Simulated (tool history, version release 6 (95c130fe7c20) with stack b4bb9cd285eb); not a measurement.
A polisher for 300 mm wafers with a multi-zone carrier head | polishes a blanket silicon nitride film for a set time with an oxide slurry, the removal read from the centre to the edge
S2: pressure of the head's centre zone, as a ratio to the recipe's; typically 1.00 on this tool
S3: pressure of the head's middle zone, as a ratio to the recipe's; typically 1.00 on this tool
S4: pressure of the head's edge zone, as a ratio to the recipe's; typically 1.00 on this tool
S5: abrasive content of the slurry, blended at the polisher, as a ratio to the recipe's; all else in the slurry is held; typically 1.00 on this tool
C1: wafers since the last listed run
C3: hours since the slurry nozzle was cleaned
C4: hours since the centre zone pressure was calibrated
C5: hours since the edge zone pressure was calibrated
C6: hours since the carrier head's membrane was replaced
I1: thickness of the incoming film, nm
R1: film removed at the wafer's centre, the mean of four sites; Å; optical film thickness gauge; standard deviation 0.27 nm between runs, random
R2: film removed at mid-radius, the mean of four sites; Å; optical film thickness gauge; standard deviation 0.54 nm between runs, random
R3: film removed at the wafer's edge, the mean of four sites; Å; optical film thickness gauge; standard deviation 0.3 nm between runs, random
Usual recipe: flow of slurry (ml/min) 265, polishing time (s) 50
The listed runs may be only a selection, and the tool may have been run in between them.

run 1 hour=0.0 | flow_of_slurry_(ml/min)=265 S2=1.00 S3=1.00 S4=1.00 S5=1.10 polishing_time_(s)=50 | C1=0 wafers_polished_on_this_pad=621 C3=605.9 C4=605.2 C5=253.3 C6=534.5 | I1=387.3 | R1=428 R2=457 R3=468
run 2 hour=40.8 | flow_of_slurry_(ml/min)=265 S2=1.00 S3=1.00 S4=1.00 S5=0.70 polishing_time_(s)=50 | C1=228 wafers_polished_on_this_pad=850 C3=646.7 C4=646.0 C5=294.1 C6=575.3 | I1=379.3 | R1=373 R2=396 R3=409
run 3 hour=92.7 | flow_of_slurry_(ml/min)=265 S2=1.00 S3=1.00 S4=1.00 S5=1.00 polishing_time_(s)=50 | C1=290 wafers_polished_on_this_pad=1141 C3=698.6 C4=697.9 C5=346.0 C6=627.2 | I1=378.1 | R1=416 R2=450 R3=456
run 4 hour=159.6 | flow_of_slurry_(ml/min)=265 S2=1.00 S3=1.00 S4=1.00 S5=1.00 polishing_time_(s)=50 | C1=374 wafers_polished_on_this_pad=1516 C3=765.5 C4=764.8 C5=412.9 C6=694.1 | I1=382.0 | R1=413 R2=439 R3=451
run 5 hour=220.9 | flow_of_slurry_(ml/min)=265 S2=0.96 S3=0.92 S4=1.00 S5=0.80 polishing_time_(s)=45 | C1=343 wafers_polished_on_this_pad=1860 C3=826.8 C4=826.1 C5=474.2 C6=755.4 | I1=384.3 | R1=332 R2=344 R3=381
-- hour=241.0 edge zone pressure recalibrated
run 6 hour=248.8 | flow_of_slurry_(ml/min)=265 S2=1.06 S3=1.00 S4=1.00 S5=1.00 polishing_time_(s)=50 | C1=145 wafers_polished_on_this_pad=2005 C3=854.7 C4=854.0 C5=7.8 C6=783.3 | I1=377.4 | R1=433 R2=447 R3=457
-- hour=252.7 slurry nozzle cleaned
run 7 hour=278.3 | flow_of_slurry_(ml/min)=175 S2=1.00 S3=1.00 S4=1.00 S5=1.00 polishing_time_(s)=50 | C1=159 wafers_polished_on_this_pad=2164 C3=25.6 C4=883.5 C5=37.3 C6=812.8 | I1=382.2 | R1=393 R2=420 R3=434
run 8 hour=327.3 | flow_of_slurry_(ml/min)=315 S2=1.00 S3=1.07 S4=1.00 S5=1.20 polishing_time_(s)=42 | C1=274 wafers_polished_on_this_pad=2439 C3=74.6 C4=932.5 C5=86.3 C6=861.8 | I1=385.5 | R1=372 R2=423 R3=409
run 9 hour=373.5 | flow_of_slurry_(ml/min)=265 S2=1.00 S3=1.00 S4=1.00 S5=0.80 polishing_time_(s)=50 | C1=258 wafers_polished_on_this_pad=2698 C3=120.8 C4=978.7 C5=132.5 C6=908.0 | I1=382.2 | R1=383 R2=414 R3=424
-- hour=385.5 worn pad replaced by a new one
run 10 hour=424.4 | flow_of_slurry_(ml/min)=265 S2=1.00 S3=1.00 S4=1.00 S5=1.00 polishing_time_(s)=35 | C1=262 wafers_polished_on_this_pad=217 C3=171.7 C4=1029.6 C5=183.4 C6=958.9 | I1=381.0 | R1=285 R2=305 R3=319
run 11 hour=495.6 | flow_of_slurry_(ml/min)=265 S2=1.00 S3=1.08 S4=1.00 S5=1.00 polishing_time_(s)=36 | C1=399 wafers_polished_on_this_pad=616 C3=242.9 C4=1100.8 C5=254.6 C6=1030.1 | I1=372.0 | R1=296 R2=342 R3=327
run 12 hour=540.7 | flow_of_slurry_(ml/min)=265 S2=1.00 S3=0.92 S4=1.00 S5=1.00 polishing_time_(s)=67 | C1=252 wafers_polished_on_this_pad=869 C3=288.0 C4=1145.9 C5=299.7 C6=1075.2 | I1=380.4 | R1=542 R2=549 R3=605
run 13 hour=566.7 | flow_of_slurry_(ml/min)=265 S2=0.94 S3=1.00 S4=1.11 S5=1.00 polishing_time_(s)=36 | C1=145 wafers_polished_on_this_pad=1015 C3=314.0 C4=1171.9 C5=325.7 C6=1101.2 | I1=383.8 | R1=273 R2=324 R3=343
run 14 hour=596.0 | flow_of_slurry_(ml/min)=215 S2=1.00 S3=1.00 S4=1.00 S5=1.00 polishing_time_(s)=50 | C1=164 wafers_polished_on_this_pad=1179 C3=343.3 C4=1201.2 C5=355.0 C6=1130.5 | I1=384.1 | R1=393 R2=441 R3=451
run 15 hour=638.3 | flow_of_slurry_(ml/min)=265 S2=1.00 S3=1.00 S4=1.00 S5=1.00 polishing_time_(s)=66 | C1=237 wafers_polished_on_this_pad=1416 C3=385.6 C4=1243.5 C5=397.3 C6=1172.8 | I1=385.4 | R1=534 R2=590 R3=597
run 16 hour=680.4 | flow_of_slurry_(ml/min)=265 S2=1.00 S3=1.00 S4=0.94 S5=1.00 polishing_time_(s)=50 | C1=235 wafers_polished_on_this_pad=1652 C3=427.7 C4=1285.6 C5=439.4 C6=1214.9 | I1=375.5 | R1=402 R2=452 R3=440
run 17 hour=712.7 | flow_of_slurry_(ml/min)=265 S2=1.00 S3=1.00 S4=0.95 S5=1.20 polishing_time_(s)=50 | C1=181 wafers_polished_on_this_pad=1833 C3=460.0 C4=1317.9 C5=471.7 C6=1247.2 | I1=382.4 | R1=423 R2=468 R3=469
-- hour=729.8 edge zone pressure recalibrated
run 18 hour=758.4 | flow_of_slurry_(ml/min)=265 S2=1.00 S3=1.00 S4=0.94 S5=1.00 polishing_time_(s)=32 | C1=244 wafers_polished_on_this_pad=2078 C3=505.7 C4=1363.6 C5=28.6 C6=1292.9 | I1=384.0 | R1=258 R2=280 R3=283
-- hour=791.8 worn pad replaced by a new one
-- hour=803.7 centre zone pressure recalibrated
run 19 hour=826.4 | flow_of_slurry_(ml/min)=265 S2=1.03 S3=1.00 S4=1.00 S5=1.00 polishing_time_(s)=39 | C1=347 wafers_polished_on_this_pad=182 C3=573.7 C4=22.7 C5=96.6 C6=1360.9 | I1=387.9 | R1=351 R2=341 R3=353
run 20 hour=852.1 | flow_of_slurry_(ml/min)=265 S2=0.96 S3=1.00 S4=1.08 S5=1.00 polishing_time_(s)=67 | C1=144 wafers_polished_on_this_pad=326 C3=599.4 C4=48.4 C5=122.3 C6=1386.6 | I1=375.1 | R1=548 R2=593 R3=637
run 21 hour=885.4 | flow_of_slurry_(ml/min)=220 S2=1.00 S3=1.00 S4=1.00 S5=0.85 polishing_time_(s)=50 | C1=186 wafers_polished_on_this_pad=513 C3=632.7 C4=81.7 C5=155.6 C6=1419.9 | I1=383.6 | R1=399 R2=409 R3=427

Pick out some run-to-run changes in R1. Of each, how much would a tool without hidden state show as well, from the settings, what came in and chance, and how much is left for the hidden state and any gauge scatter not in both results compared?
What the log doesn't record here: removal rate lost through wear of the pad, %; slurry flow missing at the pad, %; deviation of the centre zone's pressure from its setpoint, %; deviation of the edge zone's pressure from its setpoint, %.
Run 11 -> 12: S3 1.08 -> 0.92, polishing time (s) 36 -> 67. R1 +246 Å: hidden state -19, all else +265.
Run 12 -> 13: S2 1.00 -> 0.94, S3 0.92 -> 1.00, S4 1.00 -> 1.11, polishing time (s) 67 -> 36. R1 -269 Å: hidden state +19, all else -288.
